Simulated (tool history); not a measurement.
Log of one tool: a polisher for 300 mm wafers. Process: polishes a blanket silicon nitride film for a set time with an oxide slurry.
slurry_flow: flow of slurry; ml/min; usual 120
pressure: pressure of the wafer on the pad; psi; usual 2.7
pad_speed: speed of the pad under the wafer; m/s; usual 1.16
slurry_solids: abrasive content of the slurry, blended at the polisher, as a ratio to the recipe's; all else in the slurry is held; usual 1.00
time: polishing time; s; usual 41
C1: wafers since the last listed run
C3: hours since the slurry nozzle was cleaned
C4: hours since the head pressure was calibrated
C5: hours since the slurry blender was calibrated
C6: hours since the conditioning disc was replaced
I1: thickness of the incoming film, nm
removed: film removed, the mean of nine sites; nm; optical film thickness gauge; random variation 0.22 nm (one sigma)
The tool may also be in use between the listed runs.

{"run": 1, "hour": 0.0, "slurry_flow": 120, "pressure": 2.7, "pad_speed": 1.16, "slurry_solids": 1.0, "time": 41, "C1": 0, "wafers polished on this pad": 1635, "C3": 188.3, "C4": 749.2, "C5": 137.6, "C6": 490.1, "I1": 458.9, "removed": 25.8}
{"hour": 65.6, "done": "conditioning disc replaced and pad reconditioned"}
{"run": 2, "hour": 72.9, "slurry_flow": 120, "pressure": 2.7, "pad_speed": 1.16, "slurry_solids": 1.0, "time": 48, "C1": 421, "wafers polished on this pad": 2056, "C3": 261.2, "C4": 822.1, "C5": 210.5, "C6": 7.3, "I1": 451.7, "removed": 30.4}
{"hour": 159.4, "done": "worn pad replaced by a new one"}
{"run": 3, "hour": 168.0, "slurry_flow": 120, "pressure": 2.7, "pad_speed": 1.16, "slurry_solids": 1.0, "time": 41, "C1": 541, "wafers polished on this pad": 51, "C3": 356.3, "C4": 917.2, "C5": 305.6, "C6": 102.4, "I1": 449.3, "removed": 26.5}
{"run": 4, "hour": 260.9, "slurry_flow": 120, "pressure": 2.7, "pad_speed": 1.16, "slurry_solids": 1.0, "time": 41, "C1": 551, "wafers polished on this pad": 603, "C3": 449.2, "C4": 1010.1, "C5": 398.5, "C6": 195.3, "I1": 456.8, "removed": 26.3}
{"hour": 271.0, "done": "head pressure recalibrated"}
{"hour": 290.7, "done": "slurry nozzle cleaned"}
{"hour": 324.6, "done": "slurry blender recalibrated"}
{"run": 5, "hour": 327.3, "slurry_flow": 120, "pressure": 2.7, "pad_speed": 1.16, "slurry_solids": 1.0, "time": 41, "C1": 364, "wafers polished on this pad": 967, "C3": 36.6, "C4": 56.3, "C5": 2.7, "C6": 261.7, "I1": 454.3, "removed": 24.2}
{"run": 6, "hour": 401.8, "slurry_flow": 120, "pressure": 2.7, "pad_speed": 1.08, "slurry_solids": 1.0, "time": 31, "C1": 442, "wafers polished on this pad": 1410, "C3": 111.1, "C4": 130.8, "C5": 77.2, "C6": 336.2, "I1": 446.7, "removed": 17.4}
{"run": 7, "hour": 497.9, "slurry_flow": 120, "pressure": 2.7, "pad_speed": 1.08, "slurry_solids": 1.0, "time": 31, "C1": 570, "wafers polished on this pad": 1981, "C3": 207.2, "C4": 226.9, "C5": 173.3, "C6": 432.3, "I1": 443.1, "removed": 17.8}
{"hour": 548.3, "done": "conditioning disc replaced and pad reconditioned"}
{"run": 8, "hour": 601.8, "slurry_flow": 120, "pressure": 2.7, "pad_speed": 1.16, "slurry_solids": 1.0, "time": 41, "C1": 605, "wafers polished on this pad": 2586, "C3": 311.1, "C4": 330.8, "C5": 277.2, "C6": 53.5, "I1": 456.0, "removed": 24.9}
{"run": 9, "hour": 647.8, "slurry_flow": 120, "pressure": 2.7, "pad_speed": 1.16, "slurry_solids": 0.95, "time": 41, "C1": 273, "wafers polished on this pad": 2860, "C3": 357.1, "C4": 376.8, "C5": 323.2, "C6": 99.5, "I1": 451.1, "removed": 24.6}
{"hour": 700.1, "done": "worn pad replaced by a new one"}
{"hour": 708.4, "done": "slurry nozzle cleaned"}
{"run": 10, "hour": 721.1, "slurry_flow": 120, "pressure": 3.3, "pad_speed": 1.16, "slurry_solids": 1.3, "time": 41, "C1": 405, "wafers polished on this pad": 118, "C3": 12.7, "C4": 450.1, "C5": 396.5, "C6": 172.8, "I1": 452.1, "removed": 31.8}
{"hour": 772.6, "done": "slurry blender recalibrated"}
{"run": 11, "hour": 811.0, "slurry_flow": 120, "pressure": 1.8, "pad_speed": 1.16, "slurry_solids": 1.0, "time": 41, "C1": 522, "wafers polished on this pad": 641, "C3": 102.6, "C4": 540.0, "C5": 38.4, "C6": 262.7, "I1": 453.4, "removed": 20.0}
{"run": 12, "hour": 867.4, "slurry_flow": 120, "pressure": 2.7, "pad_speed": 1.08, "slurry_solids": 1.0, "time": 31, "C1": 335, "wafers polished on this pad": 976, "C3": 159.0, "C4": 596.4, "C5": 94.8, "C6": 319.1, "I1": 448.1, "removed": 18.3}
{"run": 13, "hour": 951.0, "slurry_flow": 120, "pressure": 2.7, "pad_speed": 1.16, "slurry_solids": 1.0, "time": 35, "C1": 496, "wafers polished on this pad": 1472, "C3": 242.6, "C4": 680.0, "C5": 178.4, "C6": 402.7, "I1": 445.4, "removed": 22.0}
{"run": 14, "hour": 1008.7, "slurry_flow": 120, "pressure": 3.4, "pad_speed": 1.16, "slurry_solids": 1.0, "time": 41, "C1": 342, "wafers polished on this pad": 1815, "C3": 300.3, "C4": 737.7, "C5": 236.1, "C6": 460.4, "I1": 444.1, "removed": 30.1}
{"hour": 1052.7, "done": "conditioning disc replaced and pad reconditioned"}
{"hour": 1065.1, "done": "head pressure recalibrated"}
{"run": 15, "hour": 1076.7, "slurry_flow": 120, "pressure": 2.7, "pad_speed": 1.08, "slurry_solids": 1.0, "time": 31, "C1": 380, "wafers polished on this pad": 2195, "C3": 368.3, "C4": 11.6, "C5": 304.1, "C6": 24.0, "I1": 452.8, "removed": 17.3}
{"hour": 1122.5, "done": "worn pad replaced by a new one"}
{"hour": 1147.9, "done": "slurry nozzle cleaned"}
{"run": 16, "hour": 1161.9, "slurry_flow": 120, "pressure": 2.7, "pad_speed": 0.84, "slurry_solids": 0.9, "time": 41, "C1": 476, "wafers polished on this pad": 228, "C3": 14.0, "C4": 96.8, "C5": 389.3, "C6": 109.2, "I1": 442.2, "removed": 17.8}
{"run": 17, "hour": 1232.3, "slurry_flow": 120, "pressure": 2.7, "pad_speed": 1.16, "slurry_solids": 1.0, "time": 41, "C1": 418, "wafers polished on this pad": 646, "C3": 84.4, "C4": 167.2, "C5": 459.7, "C6": 179.6, "I1": 455.5, "removed": 24.6}
{"hour": 1328.6, "done": "slurry blender recalibrated"}
{"run": 18, "hour": 1338.8, "slurry_flow": 120, "pressure": 3.1, "pad_speed": 0.96, "slurry_solids": 1.1, "time": 48, "C1": 620, "wafers polished on this pad": 1267, "C3": 190.9, "C4": 273.7, "C5": 10.2, "C6": 286.1, "I1": 452.3, "removed": 28.4}
{"run": 19, "hour": 1431.9, "slurry_flow": 120, "pressure": 2.7, "pad_speed": 1.16, "slurry_solids": 1.0, "time": 41, "C1": 553, "wafers polished on this pad": 1820, "C3": 284.0, "C4": 366.8, "C5": 103.3, "C6": 379.2, "I1": 454.3, "removed": 25.2}
{"hour": 1471.1, "done": "conditioning disc replaced and pad reconditioned"}
{"run": 20, "hour": 1504.3, "slurry_flow": 120, "pressure": 2.4, "pad_speed": 1.28, "slurry_solids": 1.0, "time": 41, "C1": 418, "wafers polished on this pad": 2238, "C3": 356.4, "C4": 439.2, "C5": 175.7, "C6": 33.2, "I1": 448.9, "removed": 25.2}
{"hour": 1548.2, "done": "worn pad replaced by a new one"}
{"hour": 1568.3, "done": "slurry nozzle cleaned"}
{"run": 21, "hour": 1573.0, "slurry_flow": 120, "pressure": 2.7, "pad_speed": 1.16, "slurry_solids": 1.0, "time": 41, "C1": 378, "wafers polished on this pad": 141, "C3": 4.7, "C4": 507.9, "C5": 244.4, "C6": 101.9, "I1": 449.7, "removed": 25.2}
{"run": 22, "hour": 1672.5, "slurry_flow": 120, "pressure": 2.7, "pad_speed": 1.16, "slurry_solids": 1.0, "time": 41, "C1": 591, "wafers polished on this pad": 732, "C3": 104.2, "C4": 607.4, "C5": 343.9, "C6": 201.4, "I1": 445.8, "removed": 25.3}
{"run": 23, "hour": 1722.5, "slurry_flow": 120, "pressure": 2.7, "pad_speed": 1.16, "slurry_solids": 1.0, "time": 41, "C1": 297, "wafers polished on this pad": 1029, "C3": 154.2, "C4": 657.4, "C5": 393.9, "C6": 251.4, "I1": 447.4, "removed": 25.5}
{"hour": 1803.7, "done": "slurry blender recalibrated"}
{"run": 24, "hour": 1804.2, "slurry_flow": 120, "pressure": 2.7, "pad_speed": 0.9, "slurry_solids": 1.0, "time": 29, "C1": 473, "wafers polished on this pad": 1502, "C3": 235.9, "C4": 739.1, "C5": 0.5, "C6": 333.1, "I1": 449.9, "removed": 14.6}
{"run": 25, "hour": 1891.7, "slurry_flow": 120, "pressure": 3.2, "pad_speed": 1.16, "slurry_solids": 1.0, "time": 41, "C1": 519, "wafers polished on this pad": 2022, "C3": 323.4, "C4": 826.6, "C5": 88.0, "C6": 420.6, "I1": 456.5, "removed": 29.1}

What the log doesn't show, run by run:
removal rate lost through wear of the pad, %: 0 in every run
slurry flow missing at the pad, %: 0 in every run
abrasive missing from the slurry, %: 0 in every run
time polished since the conditioner stopped cutting, s: 0 in every run
H1: deviation of the head's pressure from its setpoint, %
run=1 H1=10.2
run=2 H1=11.1
run=3 H1=12.4
run=4 H1=13.6
run=5 H1=0.937
run=6 H1=1.92
run=7 H1=3.19
run=8 H1=4.55
run=9 H1=5.16
run=10 H1=6.13
run=11 H1=7.31
run=12 H1=8.05
run=13 H1=9.16
run=14 H1=9.92
run=15 H1=-0.343
run=16 H1=0.78
run=17 H1=1.71
run=18 H1=3.11
run=19 H1=4.34
run=20 H1=5.29
run=21 H1=6.2
run=22 H1=7.51
run=23 H1=8.17
run=24 H1=9.24
run=25 H1=10.4
